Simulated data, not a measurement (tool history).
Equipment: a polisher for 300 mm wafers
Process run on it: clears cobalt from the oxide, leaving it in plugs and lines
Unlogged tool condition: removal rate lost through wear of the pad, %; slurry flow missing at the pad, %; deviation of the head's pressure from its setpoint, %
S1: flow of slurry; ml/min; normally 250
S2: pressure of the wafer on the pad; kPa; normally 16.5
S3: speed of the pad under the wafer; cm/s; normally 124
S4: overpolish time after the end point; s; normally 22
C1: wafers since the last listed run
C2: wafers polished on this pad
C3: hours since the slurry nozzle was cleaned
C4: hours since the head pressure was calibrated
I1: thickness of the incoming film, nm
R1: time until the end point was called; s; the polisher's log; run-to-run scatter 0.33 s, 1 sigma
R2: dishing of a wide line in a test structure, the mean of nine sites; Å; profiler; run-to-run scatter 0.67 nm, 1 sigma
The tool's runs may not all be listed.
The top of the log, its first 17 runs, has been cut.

| run | hour | S1 | S2 | S3 | S4 | C1 | C2 | C3 | C4 | I1 | R1 | R2 |
|---|---|---|---|---|---|---|---|---|---|---|---|---|
|  | 819.1 | worn pad replaced by a new one |
| 18 | 851.9 | 250 | 16.5 | 124 | 22 | 405 | 242 | 314.0 | 365.4 | 169.0 | 30.0 | 477 |
| 19 | 893.6 | 300 | 15.2 | 164 | 32 | 308 | 551 | 355.7 | 407.1 | 171.8 | 23.9 | 518 |
|  | 909.3 | head pressure recalibrated |
| 20 | 940.0 | 250 | 16.5 | 124 | 22 | 328 | 879 | 402.1 | 30.7 | 172.0 | 28.4 | 482 |
| 21 | 1007.1 | 170 | 16.5 | 98 | 22 | 496 | 1376 | 469.2 | 97.8 | 171.1 | 39.8 | 427 |
| 22 | 1049.3 | 250 | 16.5 | 124 | 22 | 312 | 1688 | 511.4 | 140.0 | 169.4 | 29.6 | 475 |
| 23 | 1162.1 | 250 | 16.5 | 144 | 22 | 834 | 2523 | 624.2 | 252.8 | 172.7 | 26.2 | 484 |
|  | 1212.8 | worn pad replaced by a new one |
| 24 | 1229.2 | 250 | 16.5 | 124 | 22 | 467 | 121 | 691.3 | 319.9 | 171.3 | 31.4 | 470 |
|  | 1279.0 | slurry nozzle cleaned |
| 25 | 1282.0 | 280 | 16.5 | 124 | 22 | 383 | 504 | 3.0 | 372.7 | 168.6 | 27.4 | 467 |
|  | 1319.3 | head pressure recalibrated |
| 26 | 1432.9 | 250 | 16.5 | 124 | 31 | 1102 | 1606 | 153.9 | 113.6 | 171.8 | 27.7 | 507 |
| 27 | 1496.1 | 200 | 16.5 | 110 | 26 | 467 | 2074 | 217.1 | 176.8 | 174.0 | 33.9 | 470 |
| 28 | 1556.8 | 180 | 12.4 | 144 | 31 | 449 | 2523 | 277.8 | 237.5 | 171.7 | 30.8 | 500 |
|  | 1586.6 | worn pad replaced by a new one |
| 29 | 1611.9 | 170 | 13.8 | 110 | 35 | 378 | 187 | 332.9 | 292.6 | 168.4 | 37.7 | 482 |
| 30 | 1655.7 | 195 | 14.5 | 160 | 13 | 324 | 511 | 376.7 | 336.4 | 167.1 | 24.8 | 415 |
| 31 | 1679.7 | 215 | 16.5 | 124 | 22 | 177 | 689 | 400.7 | 360.4 | 167.9 | 30.2 | 476 |
| 32 | 1703.8 | 185 | 21.4 | 124 | 14 | 178 | 867 | 424.8 | 384.5 | 171.3 | 26.4 | 424 |
|  | 1724.0 | head pressure recalibrated |
| 33 | 1818.2 | 250 | 16.5 | 124 | 10 | 831 | 1699 | 539.2 | 94.2 | 169.5 | 29.5 | 337 |
| 34 | 1892.6 | 310 | 16.5 | 166 | 22 | 550 | 2250 | 613.6 | 168.6 | 168.0 | 21.1 | 491 |
| 35 | 1918.6 | 250 | 16.5 | 124 | 22 | 192 | 2442 | 639.6 | 194.6 | 170.8 | 29.6 | 474 |

3 ways to go on from here, each from the tool as it stands after run 35. What would each give?
| A | 1919.0 | 250 | 16.5 | 124 | 22 | 2 | 2445 | 640.0 | 195.0 | 167.5 | ? | ? |
| B | 1919.0 | 300 | 15.2 | 124 | 22 | 2 | 2445 | 640.0 | 195.0 | 167.5 | ? | ? |
| C | 1919.0 | 250 | 20.0 | 100 | 11 | 2 | 2445 | 640.0 | 195.0 | 167.5 | ? | ? |

| run | R1 | R2 |
|---|---|---|
| A | 29.5 | 470 |
| B | 30.2 | 468 |
| C | 32.5 | 335 |
With the hidden condition removed and each run's random variation left untouched, the same runs would have given:
| run | R1 | R2 |
|---|---|---|
| A | 25.8 | 486 |
| B | 26.7 | 482 |
| C | 28.5 | 361 |
